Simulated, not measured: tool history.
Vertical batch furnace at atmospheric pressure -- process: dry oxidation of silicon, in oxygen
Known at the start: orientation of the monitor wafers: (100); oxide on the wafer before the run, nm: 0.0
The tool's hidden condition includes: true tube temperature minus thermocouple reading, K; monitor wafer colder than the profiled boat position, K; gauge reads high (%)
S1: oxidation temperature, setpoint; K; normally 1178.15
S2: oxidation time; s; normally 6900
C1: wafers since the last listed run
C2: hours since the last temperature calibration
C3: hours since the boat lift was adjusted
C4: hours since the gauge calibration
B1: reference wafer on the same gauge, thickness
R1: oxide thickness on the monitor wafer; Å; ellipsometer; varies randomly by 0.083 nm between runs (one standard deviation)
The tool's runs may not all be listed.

| run | hour | S1 | S2 | C1 | C2 | C3 | C4 | B1 | R1 |
|---|---|---|---|---|---|---|---|---|---|
| 1 | 0 | 1178.15 | 6900 | 0 | 2579.9 | 3206.5 | 367.6 | 34.9 | 307.4 |
| 2 | 40 | 1178.15 | 6900 | 439 | 2619.9 | 3246.5 | 407.6 | 34.91 | 308.8 |
| 3 | 82.2 | 1197.15 | 4440 | 463 | 2662.1 | 3288.7 | 449.8 | 34.86 | 277.4 |
| 4 | 114.6 | 1178.15 | 6900 | 355 | 2694.5 | 3321.1 | 482.2 | 34.85 | 306.7 |
| 5 | 204 | 1178.15 | 6900 | 981 | 2783.9 | 3410.5 | 571.6 | 34.92 | 307.8 |
| 6 | 239.9 | 1178.15 | 6900 | 394 | 2819.8 | 3446.4 | 607.5 | 34.91 | 308.2 |
| 7 | 303.2 | 1178.15 | 6900 | 695 | 2883.1 | 3509.7 | 670.8 | 34.91 | 308.8 |
| 8 | 335.6 | 1187.15 | 6900 | 355 | 2915.5 | 3542.1 | 703.2 | 34.88 | 337.5 |
| 9 | 377.8 | 1187.15 | 6900 | 463 | 2957.7 | 3584.3 | 745.4 | 34.88 | 339.7 |
| 10 | 462.1 | 1178.15 | 6900 | 925 | 3042 | 3668.6 | 829.7 | 34.9 | 308.8 |
| 11 | 501.8 | 1178.15 | 6900 | 436 | 3081.7 | 3708.3 | 869.4 | 34.9 | 310.5 |
| 12 | 538.1 | 1178.15 | 6900 | 398 | 3118 | 3744.6 | 905.7 | 34.9 | 309.8 |
|  | 552.7 | gauge calibrated |
|  | 568.6 | thermocouples replaced and temperature profile calibrated |
| 13 | 593.1 | 1167.15 | 9600 | 340 | 24.5 | 3799.6 | 40.4 | 34.89 | 333 |
| 14 | 659.7 | 1154.15 | 6900 | 731 | 91.1 | 3866.2 | 107 | 34.93 | 233.7 |
| 15 | 727.4 | 1178.15 | 9360 | 743 | 158.8 | 3933.9 | 174.7 | 34.9 | 369.8 |
| 16 | 762.3 | 1178.15 | 6900 | 383 | 193.7 | 3968.8 | 209.6 | 34.9 | 298.4 |
|  | 788.1 | boat lift adjusted |
| 17 | 817.6 | 1171.15 | 4620 | 343 | 249 | 29.5 | 264.9 | 34.85 | 212.9 |
| 18 | 848.7 | 1156.15 | 4290 | 341 | 280.1 | 60.6 | 296 | 34.89 | 173.7 |
| 19 | 883.7 | 1178.15 | 6900 | 384 | 315.1 | 95.6 | 331 | 34.91 | 300.4 |
| 20 | 926.8 | 1155.15 | 9570 | 473 | 358.2 | 138.7 | 374.1 | 34.9 | 293 |
| 21 | 956.1 | 1196.15 | 8640 | 321 | 387.5 | 168 | 403.4 | 34.87 | 422.8 |
| 22 | 989.8 | 1178.15 | 6900 | 370 | 421.2 | 201.7 | 437.1 | 34.94 | 299.6 |
| 23 | 1020.8 | 1188.15 | 5250 | 340 | 452.2 | 232.7 | 468.1 | 34.87 | 276.7 |
| 24 | 1077.5 | 1178.15 | 6900 | 622 | 508.9 | 289.4 | 524.8 | 34.86 | 300.8 |

Measured minus without-hidden-state, run by run (identical run-to-run variation in each term; gauge scatter may differ):
| run | R1 |
|---|---|
| 1 | +10.2 |
| 2 | +10.4 |
| 3 | +8.9 |
| 4 | +10.6 |
| 5 | +10.9 |
| 6 | +11 |
| 7 | +11.3 |
| 8 | +12.4 |
| 9 | +12.6 |
| 10 | +11.8 |
| 11 | +12 |
| 12 | +12 |
| 13 | +0.9 |
| 14 | +0.8 |
| 15 | +1.5 |
| 16 | +1.3 |
| 17 | +1 |
| 18 | +0.9 |
| 19 | +1.7 |
| 20 | +1.8 |
| 21 | +2.8 |
| 22 | +2 |
| 23 | +1.9 |
| 24 | +2.3 |
